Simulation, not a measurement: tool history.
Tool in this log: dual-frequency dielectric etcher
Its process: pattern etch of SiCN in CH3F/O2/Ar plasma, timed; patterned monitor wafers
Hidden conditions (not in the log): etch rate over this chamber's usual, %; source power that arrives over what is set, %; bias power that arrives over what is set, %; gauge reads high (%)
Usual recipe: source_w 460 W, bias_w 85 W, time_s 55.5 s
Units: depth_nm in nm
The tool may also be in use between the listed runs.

run	day	source_w	bias_w	time_s	wafers since the last listed run	hours since the last wet clean	hours since the last source power generator calibration	hours since the last bias power generator calibration	hours since the last upper electrode change	hours since the gauge calibration	read-back reference wafer on the same gauge, depth_nm	depth_nm
1	0	460	85	55.5	0	336.1	3046.6	4729.2	4244.5	421.9	18.3	23.26
# day 2.092: wet clean of the chamber
2	3.567	460	85	55.5	690	35.4	3132.2	4814.8	4330.1	507.5	18.29	23.07
3	5.617	460	85	66.5	551	84.6	3181.4	4864	4379.3	556.7	18.3	27.63
4	9.404	460	85	66.5	1019	175.5	3272.3	4954.9	4470.2	647.6	18.3	27.76
5	12.796	460	85	66.5	912	256.9	3353.7	5036.3	4551.6	729	18.3	27.79
# day 15.504: upper electrode replaced
6	15.525	460	85	55.5	465	322.4	3419.2	5101.8	0.5	794.5	18.3	23.14
# day 17.021: wet clean of the chamber
7	18.988	460	85	55.5	662	47.2	3502.3	5184.9	83.6	877.6	18.3	23.08
# day 19.817: bias power generator calibrated
8	22.354	460	85	55.5	861	128	3583.1	60.9	164.4	958.4	18.3	22.71
9	25.262	460	85	55.5	782	197.8	3652.9	130.7	234.2	1028.2	18.3	22.74
10	27.362	500	65	55.5	565	248.2	3703.3	181.1	284.6	1078.6	18.31	20.89
# day 31.642: source power generator calibrated
11	31.696	460	85	55.5	1121	352.2	1.3	285.1	388.6	1182.6	18.3	22.89
12	33.229	420	79	64.5	412	389	38.1	321.9	425.4	1219.4	18.3	25.09
# day 34.475: gauge calibrated
# day 35.7: wet clean of the chamber
13	35.829	360	100	55.5	430	3.1	100.5	384.3	487.8	32.5	18.3	22.6
14	39.871	430	67	45	1087	100.1	197.5	481.3	584.8	129.5	18.29	16.36
15	41.375	410	69	40	404	136.2	233.6	517.4	620.9	165.6	18.3	14.45
16	44.154	460	85	55.5	747	202.9	300.3	584.1	687.6	232.3	18.29	22.84

Expected results for the next run?
17	46.454	520	76	60.5	619	258.1	355.5	639.3	742.8	287.5	?	?

read-back reference wafer on the same gauge, depth_nm: 18.29
depth_nm: 24.77 nm
Were there no unlogged condition in the tool, this run, its random variation unchanged, would have produced depth_nm 24.4 nm.

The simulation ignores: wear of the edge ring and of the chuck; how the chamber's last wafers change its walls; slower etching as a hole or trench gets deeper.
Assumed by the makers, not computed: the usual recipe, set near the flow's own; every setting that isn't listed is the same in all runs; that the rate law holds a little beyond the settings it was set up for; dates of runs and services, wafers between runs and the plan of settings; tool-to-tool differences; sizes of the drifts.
